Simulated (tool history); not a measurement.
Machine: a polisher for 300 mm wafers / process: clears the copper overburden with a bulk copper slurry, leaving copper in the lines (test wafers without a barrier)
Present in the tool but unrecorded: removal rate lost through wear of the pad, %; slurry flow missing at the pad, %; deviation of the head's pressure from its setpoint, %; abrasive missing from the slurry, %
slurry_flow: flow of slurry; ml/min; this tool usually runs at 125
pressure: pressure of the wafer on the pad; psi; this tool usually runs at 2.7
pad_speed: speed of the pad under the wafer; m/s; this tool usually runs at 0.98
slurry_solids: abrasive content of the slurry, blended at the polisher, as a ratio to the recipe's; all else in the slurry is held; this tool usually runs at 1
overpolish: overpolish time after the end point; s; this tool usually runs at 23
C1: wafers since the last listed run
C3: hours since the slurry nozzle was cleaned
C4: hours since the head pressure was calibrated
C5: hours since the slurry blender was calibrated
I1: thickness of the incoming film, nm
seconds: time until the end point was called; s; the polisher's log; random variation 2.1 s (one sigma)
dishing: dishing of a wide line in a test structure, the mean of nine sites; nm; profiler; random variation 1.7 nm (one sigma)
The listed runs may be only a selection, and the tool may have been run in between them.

Run 1, hour 0: usual settings; C1 0; wafers polished on this pad 645; C3 61.9; C4 215.2; C5 182.5; I1 1221.9. Result: seconds 155.6 s, dishing 94.4 nm.
Run 2, hour 58.1: usual settings; C1 355; wafers polished on this pad 1001; C3 120; C4 273.3; C5 240.6; I1 1225.1. Result: seconds 154.4 s, dishing 94.4 nm.
At hour 87.6: worn pad replaced by a new one.
At hour 170.4: slurry blender recalibrated.
Run 3, hour 263.7: usual settings; C1 1220; wafers polished on this pad 1064; C3 325.6; C4 478.9; C5 93.3; I1 1216. Result: seconds 156.1 s, dishing 89 nm.
Run 4, hour 298: usual settings; C1 209; wafers polished on this pad 1273; C3 359.9; C4 513.2; C5 127.6; I1 1209. Result: seconds 158.2 s, dishing 93.5 nm.
At hour 323.6: worn pad replaced by a new one.
At hour 341.1: head pressure recalibrated.
Run 5, hour 364.8: usual settings; C1 371; wafers polished on this pad 239; C3 426.7; C4 23.7; C5 194.4; I1 1227. Result: seconds 168.6 s, dishing 90.6 nm.
Run 6, hour 405.5: usual settings; C1 248; wafers polished on this pad 488; C3 467.4; C4 64.4; C5 235.1; I1 1221.5. Result: seconds 161 s, dishing 91.2 nm.
Run 7, hour 456.1: usual settings; C1 309; wafers polished on this pad 797; C3 518; C4 115; C5 285.7; I1 1235.8. Result: seconds 166.2 s, dishing 91.9 nm.
Run 8, hour 481: usual settings; C1 152; wafers polished on this pad 949; C3 542.9; C4 139.9; C5 310.6; I1 1220.2. Result: seconds 163.8 s, dishing 89.6 nm.
Run 9, hour 535.6: usual settings; C1 333; wafers polished on this pad 1283; C3 597.5; C4 194.5; C5 365.2; I1 1200.3. Result: seconds 160.7 s, dishing 88.6 nm.
At hour 549.1: worn pad replaced by a new one.
At hour 579.5: slurry blender recalibrated.
Run 10, hour 580.8: usual settings; C1 239; wafers polished on this pad 181; C3 642.7; C4 239.7; C5 1.3; I1 1205.3. Result: seconds 160.9 s, dishing 91.7 nm.
Run 11, hour 649.7: usual settings; C1 421; wafers polished on this pad 602; C3 711.6; C4 308.6; C5 70.2; I1 1197.8. Result: seconds 161.7 s, dishing 91.2 nm.
Run 12, hour 694.9: usual settings but slurry_flow 110 ml/min; C1 276; wafers polished on this pad 878; C3 756.8; C4 353.8; C5 115.4; I1 1203.7. Result: seconds 172.5 s, dishing 86 nm.
Run 13, hour 749.3: usual settings but pressure 2.4 psi, slurry_solids 1.15, overpolish 34 s; C1 332; wafers polished on this pad 1211; C3 811.2; C4 408.2; C5 169.8; I1 1213.2. Result: seconds 177.2 s, dishing 104 nm.
Run 14, hour 778.4: usual settings; C1 177; wafers polished on this pad 1389; C3 840.3; C4 437.3; C5 198.9; I1 1218.3. Result: seconds 164.8 s, dishing 88.2 nm.
At hour 790.7: worn pad replaced by a new one.
At hour 807.1: slurry nozzle cleaned.
Run 15, hour 818.8: usual settings but pressure 2.3 psi, pad_speed 1.12 m/s, slurry_solids 0.75, overpolish 27 s; C1 216; wafers polished on this pad 165; C3 11.7; C4 477.7; C5 239.3; I1 1200.8. Result: seconds 166.9 s, dishing 97.3 nm.
Run 16, hour 848.5: usual settings but pad_speed 0.78 m/s, overpolish 19 s; C1 181; wafers polished on this pad 347; C3 41.4; C4 507.4; C5 269; I1 1225.1. Result: seconds 176.3 s, dishing 75.5 nm.
At hour 904.1: head pressure recalibrated.
At hour 979.9: slurry blender recalibrated.
At hour 989.9: worn pad replaced by a new one.
Run 17, hour 1024.4: usual settings but overpolish 18 s; C1 1026; wafers polished on this pad 211; C3 217.3; C4 120.3; C5 44.5; I1 1229.6. Result: seconds 159.1 s, dishing 82.4 nm.
Run 18, hour 1087.4: usual settings but pad_speed 0.72 m/s, overpolish 33 s; C1 385; wafers polished on this pad 596; C3 280.3; C4 183.3; C5 107.5; I1 1226.4. Result: seconds 195.3 s, dishing 103.1 nm.
Run 19, hour 1127.3: usual settings but slurry_flow 115 ml/min, pad_speed 0.66 m/s, slurry_solids 0.85; C1 243; wafers polished on this pad 840; C3 320.2; C4 223.2; C5 147.4; I1 1217.3. Result: seconds 212.1 s, dishing 74.5 nm.

Each row is a separate what-if for the run after 19, all from the same tool condition, not one after another. Results?
Run A, hour 1127.8: usual settings; C1 3; wafers polished on this pad 843; C3 320.7; C4 223.7; C5 147.9; I1 1228.4. Result: seconds ?, dishing ?.
Run B, hour 1127.8: usual settings but slurry_flow 95 ml/min, pressure 3.2 psi, pad_speed 0.82 m/s, slurry_solids 1.25; C1 3; wafers polished on this pad 843; C3 320.7; C4 223.7; C5 147.9; I1 1228.4. Result: seconds ?, dishing ?.
Run C, hour 1127.8: usual settings but pressure 2.1 psi; C1 3; wafers polished on this pad 843; C3 320.7; C4 223.7; C5 147.9; I1 1228.4. Result: seconds ?, dishing ?.
Run D, hour 1127.8: usual settings but pressure 3.3 psi, pad_speed 0.88 m/s, slurry_solids 1.15, overpolish 27 s; C1 3; wafers polished on this pad 843; C3 320.7; C4 223.7; C5 147.9; I1 1228.4. Result: seconds ?, dishing ?.
Run E, hour 1127.8: usual settings but overpolish 33 s; C1 3; wafers polished on this pad 843; C3 320.7; C4 223.7; C5 147.9; I1 1228.4. Result: seconds ?, dishing ?.

run  seconds  dishing
  A    159.6       94
  B    160.4     96.1
  C    205.2     76.4
  D    137.3    117.7
  E    159.6    116.3
Stripped of hidden state, with their random variation kept, the same runs would have yielded:
run  seconds  dishing
  A    149.4       98
  B    147.2    101.8
  C    192.1     79.9
  D    128.5    122.2
  E    149.4    120.4
